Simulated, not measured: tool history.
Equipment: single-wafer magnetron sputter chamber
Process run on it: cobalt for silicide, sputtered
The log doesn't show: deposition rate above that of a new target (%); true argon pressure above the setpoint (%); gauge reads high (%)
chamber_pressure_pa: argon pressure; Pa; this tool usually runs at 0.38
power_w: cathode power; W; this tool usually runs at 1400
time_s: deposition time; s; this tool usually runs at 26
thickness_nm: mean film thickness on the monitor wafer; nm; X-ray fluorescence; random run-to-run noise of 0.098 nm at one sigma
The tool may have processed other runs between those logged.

| run | hour | chamber_pressure_pa | power_w | time_s | wafers since the last listed run | wafers on the sputter target | hours since the last manometer calibration | hours since the magnet pack was replaced | hours since the gauge calibration | read-back reference wafer on the same gauge, thickness_nm | thickness_nm |
|---|---|---|---|---|---|---|---|---|---|---|---|
| 1 | 0 | 0.38 | 1400 | 26 | 0 | 3541 | 1298 | 6203.7 | 430.4 | 16.53 | 17.029 |
| 2 | 16.2 | 0.38 | 1400 | 26 | 606 | 4147 | 1314.2 | 6219.9 | 446.6 | 16.511 | 16.918 |
| 3 | 31.7 | 0.38 | 1400 | 26 | 580 | 4728 | 1329.7 | 6235.4 | 462.1 | 16.497 | 16.708 |
| 4 | 47.2 | 0.38 | 1400 | 26 | 580 | 5308 | 1345.2 | 6250.9 | 477.6 | 16.475 | 16.663 |
|  | 56.7 | sputter target and shields replaced |
| 5 | 62.3 | 0.38 | 1400 | 26 | 265 | 207 | 1360.3 | 6266 | 492.7 | 16.531 | 17.662 |
| 6 | 102.4 | 0.38 | 1400 | 26 | 1501 | 1709 | 1400.4 | 6306.1 | 532.8 | 16.508 | 17.778 |
| 7 | 119.7 | 0.38 | 1400 | 21.9 | 647 | 2357 | 1417.7 | 6323.4 | 550.1 | 16.49 | 14.651 |
|  | 129.2 | magnet pack replaced |
| 8 | 137.2 | 0.38 | 1400 | 26 | 355 | 2713 | 1435.2 | 8 | 567.6 | 16.505 | 17.44 |
| 9 | 144.5 | 0.38 | 1400 | 26 | 273 | 2986 | 1442.5 | 15.3 | 574.9 | 16.484 | 17.466 |
| 10 | 154.1 | 0.38 | 1400 | 26 | 359 | 3346 | 1452.1 | 24.9 | 584.5 | 16.467 | 17.244 |
| 11 | 166.6 | 0.38 | 1400 | 22.2 | 468 | 3814 | 1464.6 | 37.4 | 597 | 16.515 | 14.55 |
|  | 177.7 | capacitance manometer re-zeroed and calibrated |
| 12 | 178.2 | 0.38 | 1400 | 22.2 | 134 | 3949 | 0.5 | 49 | 608.6 | 16.475 | 14.61 |
|  | 220.5 | sputter target and shields replaced |
| 13 | 221 | 0.38 | 1400 | 30.3 | 1303 | 19 | 43.3 | 91.8 | 651.4 | 16.515 | 20.463 |
| 14 | 229.7 | 0.38 | 1400 | 22.7 | 325 | 345 | 52 | 100.5 | 660.1 | 16.523 | 15.394 |
| 15 | 283.7 | 0.28 | 1300 | 21.6 | 2022 | 2367 | 106 | 154.5 | 714.1 | 16.514 | 13.865 |
| 16 | 294.7 | 0.283 | 1650 | 22.2 | 411 | 2779 | 117 | 165.5 | 725.1 | 16.458 | 18.295 |
| 17 | 306.5 | 0.245 | 1400 | 26 | 441 | 3221 | 128.8 | 177.3 | 736.9 | 16.479 | 18.212 |
| 18 | 322.4 | 0.228 | 1250 | 21.6 | 595 | 3816 | 144.7 | 193.2 | 752.8 | 16.452 | 13.378 |
| 19 | 340.1 | 0.488 | 1500 | 28.8 | 662 | 4479 | 162.4 | 210.9 | 770.5 | 16.508 | 19.479 |
| 20 | 354.9 | 0.515 | 1250 | 26 | 554 | 5033 | 177.2 | 225.7 | 785.3 | 16.488 | 14.246 |
|  | 361.6 | gauge calibrated |
|  | 368.4 | sputter target and shields replaced |
| 21 | 368.9 | 0.49 | 1400 | 28.6 | 224 | 18 | 191.2 | 239.7 | 7.3 | 16.485 | 18.681 |
| 22 | 379.4 | 0.344 | 1400 | 26 | 393 | 411 | 201.7 | 250.2 | 17.8 | 16.49 | 17.881 |
| 23 | 394.7 | 0.38 | 1400 | 26 | 572 | 984 | 217 | 265.5 | 33.1 | 16.504 | 17.707 |
| 24 | 409 | 0.38 | 1300 | 21.8 | 535 | 1519 | 231.3 | 279.8 | 47.4 | 16.493 | 13.834 |
| 25 | 426 | 0.29 | 1200 | 31.1 | 636 | 2156 | 248.3 | 296.8 | 64.4 | 16.538 | 18.615 |
| 26 | 443.3 | 0.38 | 1400 | 26 | 647 | 2804 | 265.6 | 314.1 | 81.7 | 16.499 | 17.451 |
| 27 | 454.7 | 0.38 | 1400 | 26 | 426 | 3231 | 277 | 325.5 | 93.1 | 16.447 | 17.361 |
| 28 | 461.8 | 0.318 | 1750 | 26 | 265 | 3497 | 284.1 | 332.6 | 100.2 | 16.518 | 21.887 |
| 29 | 474.1 | 0.38 | 1400 | 26 | 460 | 3957 | 296.4 | 344.9 | 112.5 | 16.46 | 17.294 |
| 30 | 488 | 0.323 | 1650 | 28.5 | 520 | 4478 | 310.3 | 358.8 | 126.4 | 16.449 | 22.203 |
|  | 503.2 | sputter target and shields replaced |
| 31 | 503.7 | 0.45 | 1100 | 26 | 288 | 18 | 326 | 374.5 | 142.1 | 16.47 | 13.647 |
| 32 | 507.3 | 0.431 | 1400 | 26 | 134 | 153 | 329.6 | 378.1 | 145.7 | 16.469 | 17.404 |
| 33 | 516.2 | 0.508 | 1600 | 21.8 | 333 | 486 | 338.5 | 387 | 154.6 | 16.464 | 16.03 |
| 34 | 531.8 | 0.38 | 1400 | 26 | 584 | 1070 | 354.1 | 402.6 | 170.2 | 16.566 | 17.807 |
| 35 | 542.3 | 0.475 | 1100 | 23.8 | 393 | 1464 | 364.6 | 413.1 | 180.7 | 16.503 | 12.365 |
| 36 | 550.7 | 0.292 | 1400 | 26 | 314 | 1778 | 373 | 421.5 | 189.1 | 16.514 | 18.223 |

Consider 3 possible next runs. They are alternatives, not a sequence: every one starts from the tool as it was left by run 36. What does each give?
| A | 551.1 | 0.38 | 1400 | 26 | 14 | 1793 | 373.4 | 421.9 | 189.5 | ? | ? |
| B | 551.1 | 0.311 | 1400 | 22.5 | 14 | 1793 | 373.4 | 421.9 | 189.5 | ? | ? |
| C | 551.1 | 0.525 | 1400 | 29.3 | 14 | 1793 | 373.4 | 421.9 | 189.5 | ? | ? |

| run | read-back reference wafer on the same gauge, thickness_nm | thickness_nm |
|---|---|---|
| A | 16.487 | 17.467 |
| B | 16.487 | 15.499 |
| C | 16.487 | 18.689 |
Without the tool's unlogged condition, the same runs would have read:
| run | thickness_nm |
|---|---|
| A | 17.617 |
| B | 15.632 |
| C | 18.849 |
